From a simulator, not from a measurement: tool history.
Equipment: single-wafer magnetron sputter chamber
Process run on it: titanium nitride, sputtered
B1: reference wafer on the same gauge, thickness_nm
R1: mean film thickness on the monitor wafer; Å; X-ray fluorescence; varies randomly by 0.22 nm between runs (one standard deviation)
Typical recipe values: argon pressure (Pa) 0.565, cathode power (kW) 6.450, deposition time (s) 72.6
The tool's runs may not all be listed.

Run 1, hour 0.0: usual settings; B1 74.258. Result: R1 756.10 Å.
Run 2, hour 14.7: usual settings; B1 74.154. Result: R1 749.71 Å.
Run 3, hour 23.2: usual settings but deposition time (s) 76.1; B1 74.198. Result: R1 788.83 Å.
Run 4, hour 40.3: usual settings but deposition time (s) 76.1; B1 74.201. Result: R1 787.91 Å.
Run 5, hour 51.2: usual settings; B1 74.253. Result: R1 746.16 Å.
Run 6, hour 60.1: usual settings; B1 74.175. Result: R1 745.07 Å.
Run 7, hour 68.9: usual settings; B1 74.157. Result: R1 744.61 Å.
Run 8, hour 76.1: usual settings; B1 74.180. Result: R1 743.96 Å.
Run 9, hour 82.4: usual settings; B1 74.284. Result: R1 739.57 Å.
Run 10, hour 99.3: usual settings but argon pressure (Pa) 0.628, cathode power (kW) 7.300, deposition time (s) 67.6; B1 74.086. Result: R1 760.65 Å.
Run 11, hour 149.3: usual settings but cathode power (kW) 7.050; B1 74.176. Result: R1 821.82 Å.
Run 12, hour 158.1: usual settings but argon pressure (Pa) 0.789, cathode power (kW) 5.700, deposition time (s) 58.5; B1 74.218. Result: R1 501.47 Å.
Run 13, hour 171.3: usual settings; B1 74.187. Result: R1 766.86 Å.
Run 14, hour 179.0: usual settings; B1 74.113. Result: R1 768.28 Å.
Run 15, hour 189.1: usual settings but deposition time (s) 77.1; B1 74.143. Result: R1 813.09 Å.
Run 16, hour 203.0: usual settings but cathode power (kW) 7.600; B1 74.215. Result: R1 864.93 Å.
Run 17, hour 216.2: usual settings; B1 74.276. Result: R1 763.45 Å.
Run 18, hour 226.9: usual settings but cathode power (kW) 4.950, deposition time (s) 85.4; B1 74.311. Result: R1 750.29 Å.
Run 19, hour 236.9: usual settings; B1 74.191. Result: R1 765.07 Å.

Removed from this log: 4 entries logged between the listed runs. Between which two listed runs does each belong, and how does the tool's hidden state at the listed run before it compare with that at the listed run after it?
From run 8 to run 9: gauge calibrated (hour 77.1)
  deposition rate above that of a new target (%): -3.59 -> -3.71
  measured value less the no-hidden-state value, R1: -27.73 -> -28.47 Å
From run 9 to run 10: sputter target and shields replaced (hour 98.8)
  deposition rate above that of a new target (%): -3.71 -> -0.492
  measured value less the no-hidden-state value, R1: -28.47 -> -3.76 Å
From run 10 to run 11: capacitance manometer re-zeroed and calibrated (hour 127.4); magnet pack replaced, of another model than before (hour 141.8)
  deposition rate above that of a new target (%): -0.492 -> -0.554
  measured value less the no-hidden-state value, R1: -3.76 -> -4.59 Å

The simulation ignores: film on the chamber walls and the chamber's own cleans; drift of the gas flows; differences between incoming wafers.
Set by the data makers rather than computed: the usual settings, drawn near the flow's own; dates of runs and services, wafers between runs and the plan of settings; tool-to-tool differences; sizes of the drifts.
